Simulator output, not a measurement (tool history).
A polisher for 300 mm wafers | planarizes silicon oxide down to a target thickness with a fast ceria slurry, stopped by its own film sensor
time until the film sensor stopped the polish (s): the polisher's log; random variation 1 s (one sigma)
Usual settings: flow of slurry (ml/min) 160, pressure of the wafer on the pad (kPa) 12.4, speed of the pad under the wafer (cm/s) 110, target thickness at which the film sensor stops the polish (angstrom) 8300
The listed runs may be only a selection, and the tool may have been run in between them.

run,day,flow of slurry (ml/min),pressure of the wafer on the pad (kPa),speed of the pad under the wafer (cm/s),target thickness at which the film sensor stops the polish (angstrom),wafers since the last listed run,wafers polished on this pad,hours since the slurry nozzle was cleaned,hours since the head pressure was calibrated,"incoming thickness of the incoming film, nm",time until the film sensor stopped the polish (s)
1,0.000,160,12.4,110,8300,0,2368,543.5,390.1,1904.9,85.1
2,2.546,160,12.4,84,8300,453,2822,604.6,451.2,1867.6,104.0
3,5.850,160,12.4,84,8300,588,3410,683.9,530.5,1851.4,100.7
# day 10.683: worn pad replaced by a new one
# day 13.308: head pressure recalibrated
4,14.296,160,12.4,110,8300,1458,628,886.6,23.7,1900.6,88.7
5,17.225,160,12.4,110,8300,521,1149,956.9,94.0,1891.7,87.5
# day 17.662: slurry nozzle cleaned
6,21.412,160,9.7,110,8300,737,1887,90.0,194.5,1911.3,97.2
7,23.575,160,9.7,110,8300,384,2272,141.9,246.4,1902.2,95.1
8,27.217,160,9.7,110,8300,648,2920,229.3,333.8,1858.2,93.5
9,31.450,160,12.4,110,8300,753,3673,330.9,435.4,1890.3,79.1
10,35.104,160,12.4,110,8300,650,4323,418.6,523.1,1876.0,78.8
# day 35.900: worn pad replaced by a new one
11,38.658,160,12.4,110,8300,602,490,503.9,608.4,1895.2,81.2
12,41.521,135,13.1,110,8300,509,1000,572.6,677.1,1893.0,81.7
# day 45.679: head pressure recalibrated
13,45.733,135,13.1,110,8300,734,1734,673.7,1.3,1877.2,88.1
14,48.729,135,13.1,110,8300,533,2268,745.6,73.2,1903.4,90.5
15,52.038,160,12.4,110,8300,588,2856,825.0,152.6,1927.6,91.0
# day 55.746: slurry nozzle cleaned
16,56.433,170,12.4,110,8300,774,3631,16.5,258.1,1857.7,72.4
17,57.938,160,9.7,98,8300,267,3899,52.6,294.2,1902.8,104.1
# day 60.742: worn pad replaced by a new one
18,60.912,185,12.4,110,8300,499,30,124.0,365.6,1902.2,73.2
19,66.800,175,13.8,130,6640,1047,1078,265.3,506.9,1874.0,69.6
20,68.783,160,10.3,110,10890,352,1431,312.9,554.5,1864.4,63.0
21,71.304,160,12.4,110,8300,448,1879,373.4,615.0,1873.3,75.9
22,73.188,210,10.3,110,8300,335,2214,418.6,660.2,1886.1,81.2
23,74.796,160,9.7,110,7040,286,2501,457.2,698.8,1915.6,107.7
24,78.608,160,12.4,110,8300,678,3179,548.7,790.3,1895.7,77.9
# day 78.804: head pressure recalibrated
25,80.929,120,15.9,110,10670,398,3577,604.4,51.0,1915.0,62.5
# day 87.683: worn pad replaced by a new one
# day 90.038: slurry nozzle cleaned
26,93.612,160,13.8,110,8300,2220,1047,85.8,355.4,1894.0,68.3
27,97.879,135,9.0,110,8300,759,1807,188.2,457.8,1876.3,100.3
28,102.279,160,12.4,110,5490,783,2590,293.8,563.4,1859.9,95.3
29,106.279,195,12.4,110,5610,711,3301,389.8,659.4,1909.5,95.1
# day 109.629: head pressure recalibrated
30,110.492,195,12.4,110,10220,734,4036,490.9,20.7,1903.0,66.8
# day 112.379: worn pad replaced by a new one
31,113.804,160,12.4,110,8300,559,253,570.4,100.2,1897.0,85.2
32,116.583,160,15.2,140,11520,494,748,637.1,166.9,1892.7,40.8
33,118.500,160,9.7,110,8300,341,1089,683.1,212.9,1870.0,100.4
34,122.108,200,12.4,110,8300,642,1731,769.7,299.5,1862.6,78.2
35,124.546,160,12.4,140,8300,433,2165,828.2,358.0,1876.3,66.7
36,128.479,160,12.4,140,8300,700,2865,922.6,452.4,1869.2,66.0

Each row is a separate what-if for the run after 36, all from the same tool condition, not one after another. Results?
A,128.496,160,12.4,110,10460,2,2868,923.0,452.8,1885.4,?
B,128.496,160,15.9,124,8300,2,2868,923.0,452.8,1885.4,?
C,128.496,160,11.0,110,8300,2,2868,923.0,452.8,1885.4,?
D,128.496,180,12.4,110,8300,2,2868,923.0,452.8,1885.4,?

run,time until the film sensor stopped the polish (s)
A,66.9
B,62.3
C,91.9
D,81.2
Without the tool's unlogged condition, the same runs would have read:
run,time until the film sensor stopped the polish (s)
A,59.9
B,55.7
C,82.2
D,73.8

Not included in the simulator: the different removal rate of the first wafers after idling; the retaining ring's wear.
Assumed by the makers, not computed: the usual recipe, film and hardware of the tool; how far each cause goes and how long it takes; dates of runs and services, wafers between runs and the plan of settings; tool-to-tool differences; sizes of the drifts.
